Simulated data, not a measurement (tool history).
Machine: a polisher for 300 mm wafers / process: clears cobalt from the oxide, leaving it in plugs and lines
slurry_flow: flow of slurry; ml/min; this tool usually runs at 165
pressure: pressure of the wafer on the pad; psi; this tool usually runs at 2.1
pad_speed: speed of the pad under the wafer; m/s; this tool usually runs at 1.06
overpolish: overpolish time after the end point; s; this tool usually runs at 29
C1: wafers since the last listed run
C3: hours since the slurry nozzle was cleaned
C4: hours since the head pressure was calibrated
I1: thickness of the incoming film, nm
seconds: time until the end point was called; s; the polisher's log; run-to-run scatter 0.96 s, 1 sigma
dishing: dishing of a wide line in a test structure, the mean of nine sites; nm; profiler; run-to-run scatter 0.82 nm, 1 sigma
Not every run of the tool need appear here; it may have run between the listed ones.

Run 1, hour 0.0: usual settings; C1 0; wafers polished on this pad 212; C3 159.7; C4 1046.2; I1 367.0. Result: seconds 72.8 s, dishing 61.1 nm.
Run 2, hour 21.6: usual settings; C1 129; wafers polished on this pad 341; C3 181.3; C4 1067.8; I1 355.1. Result: seconds 71.7 s, dishing 59.8 nm.
Run 3, hour 38.4: usual settings; C1 100; wafers polished on this pad 442; C3 198.1; C4 1084.6; I1 363.3. Result: seconds 75.4 s, dishing 61.2 nm.
Run 4, hour 50.6: usual settings; C1 72; wafers polished on this pad 515; C3 210.3; C4 1096.8; I1 362.4. Result: seconds 74.7 s, dishing 60.2 nm.
Run 5, hour 76.6: usual settings; C1 155; wafers polished on this pad 670; C3 236.3; C4 1122.8; I1 359.5. Result: seconds 73.8 s, dishing 60.3 nm.
Run 6, hour 105.2: usual settings; C1 170; wafers polished on this pad 841; C3 264.9; C4 1151.4; I1 357.1. Result: seconds 73.6 s, dishing 59.9 nm.
Run 7, hour 117.3: usual settings; C1 72; wafers polished on this pad 913; C3 277.0; C4 1163.5; I1 357.8. Result: seconds 72.8 s, dishing 59.2 nm.
Run 8, hour 149.3: usual settings; C1 191; wafers polished on this pad 1104; C3 309.0; C4 1195.5; I1 360.9. Result: seconds 77.1 s, dishing 58.9 nm.
At hour 158.5: worn pad replaced by a new one.
Run 9, hour 176.9: usual settings but overpolish 42 s; C1 140; wafers polished on this pad 109; C3 336.6; C4 1223.1; I1 358.7. Result: seconds 77.1 s, dishing 64.6 nm.
Run 10, hour 199.6: usual settings but overpolish 42 s; C1 135; wafers polished on this pad 245; C3 359.3; C4 1245.8; I1 361.1. Result: seconds 76.4 s, dishing 65.3 nm.
Run 11, hour 218.4: usual settings but overpolish 42 s; C1 112; wafers polished on this pad 357; C3 378.1; C4 1264.6; I1 361.5. Result: seconds 76.1 s, dishing 65.1 nm.
Run 12, hour 247.6: usual settings; C1 174; wafers polished on this pad 531; C3 407.3; C4 1293.8; I1 365.5. Result: seconds 78.2 s, dishing 59.7 nm.
Run 13, hour 274.5: usual settings; C1 160; wafers polished on this pad 692; C3 434.2; C4 1320.7; I1 366.6. Result: seconds 79.0 s, dishing 59.8 nm.
Run 14, hour 307.4: usual settings; C1 196; wafers polished on this pad 889; C3 467.1; C4 1353.6; I1 353.9. Result: seconds 79.8 s, dishing 57.8 nm.
Run 15, hour 331.3: usual settings; C1 142; wafers polished on this pad 1031; C3 491.0; C4 1377.5; I1 358.1. Result: seconds 79.5 s, dishing 57.6 nm.
At hour 353.9: worn pad replaced by a new one.
Run 16, hour 357.1: usual settings; C1 130; wafers polished on this pad 18; C3 516.8; C4 1403.3; I1 366.2. Result: seconds 82.7 s, dishing 59.4 nm.
Run 17, hour 386.3: usual settings but pressure 2.6 psi, pad_speed 0.68 m/s, overpolish 18 s; C1 174; wafers polished on this pad 193; C3 546.0; C4 1432.5; I1 361.4. Result: seconds 103.7 s, dishing 40.5 nm.
At hour 407.1: head pressure recalibrated.
Run 18, hour 418.9: usual settings but slurry_flow 135 ml/min, pad_speed 1.38 m/s; C1 182; wafers polished on this pad 376; C3 578.6; C4 11.8; I1 357.2. Result: seconds 55.7 s, dishing 62.6 nm.
Run 19, hour 435.4: usual settings; C1 98; wafers polished on this pad 474; C3 595.1; C4 28.3; I1 355.8. Result: seconds 71.4 s, dishing 61.1 nm.
Run 20, hour 461.2: usual settings but pressure 2.7 psi; C1 154; wafers polished on this pad 628; C3 620.9; C4 54.1; I1 363.1. Result: seconds 55.5 s, dishing 63.8 nm.
Run 21, hour 496.1: usual settings but overpolish 35 s; C1 208; wafers polished on this pad 837; C3 655.8; C4 89.0; I1 365.5. Result: seconds 72.7 s, dishing 63.2 nm.
Run 22, hour 530.0: usual settings but slurry_flow 190 ml/min, pressure 2.7 psi, pad_speed 1.28 m/s, overpolish 37 s; C1 202; wafers polished on this pad 1039; C3 689.7; C4 122.9; I1 359.8. Result: seconds 45.3 s, dishing 68.6 nm.
At hour 551.0: worn pad replaced by a new one.
Run 23, hour 551.5: usual settings but slurry_flow 215 ml/min, pressure 2.5 psi; C1 104; wafers polished on this pad 2; C3 711.2; C4 144.4; I1 362.5. Result: seconds 58.4 s, dishing 62.4 nm.
At hour 570.4: slurry nozzle cleaned.
Run 24, hour 571.8: usual settings but pressure 1.4 psi, pad_speed 1.22 m/s, overpolish 35 s; C1 115; wafers polished on this pad 118; C3 1.4; C4 164.7; I1 361.4. Result: seconds 84.4 s, dishing 62.0 nm.
Run 25, hour 594.4: usual settings but slurry_flow 145 ml/min, pressure 1.5 psi, overpolish 15 s; C1 134; wafers polished on this pad 253; C3 24.0; C4 187.3; I1 363.3. Result: seconds 94.2 s, dishing 38.3 nm.
Run 26, hour 628.5: usual settings but pressure 1.8 psi, overpolish 38 s; C1 203; wafers polished on this pad 456; C3 58.1; C4 221.4; I1 353.8. Result: seconds 73.1 s, dishing 63.9 nm.
Run 27, hour 660.3: usual settings but pad_speed 0.92 m/s; C1 189; wafers polished on this pad 646; C3 89.9; C4 253.2; I1 355.1. Result: seconds 74.8 s, dishing 59.8 nm.
Run 28, hour 676.6: usual settings; C1 97; wafers polished on this pad 744; C3 106.2; C4 269.5; I1 360.5. Result: seconds 65.5 s, dishing 61.2 nm.
Run 29, hour 710.4: usual settings; C1 201; wafers polished on this pad 945; C3 140.0; C4 303.3; I1 361.9. Result: seconds 66.0 s, dishing 61.9 nm.
Run 30, hour 734.8: usual settings; C1 145; wafers polished on this pad 1091; C3 164.4; C4 327.7; I1 360.5. Result: seconds 64.6 s, dishing 61.8 nm.

Forecast run 31:
Run 31, hour 752.2: usual settings but slurry_flow 225 ml/min, overpolish 18 s; C1 103; wafers polished on this pad 1195; C3 181.8; C4 345.1; I1 365.1. Result: seconds ?, dishing ?.

seconds: 64.5 s
dishing: 52.6 nm
With no hidden state in the tool, this same run would have given seconds 63.7 s, dishing 52.9 nm.

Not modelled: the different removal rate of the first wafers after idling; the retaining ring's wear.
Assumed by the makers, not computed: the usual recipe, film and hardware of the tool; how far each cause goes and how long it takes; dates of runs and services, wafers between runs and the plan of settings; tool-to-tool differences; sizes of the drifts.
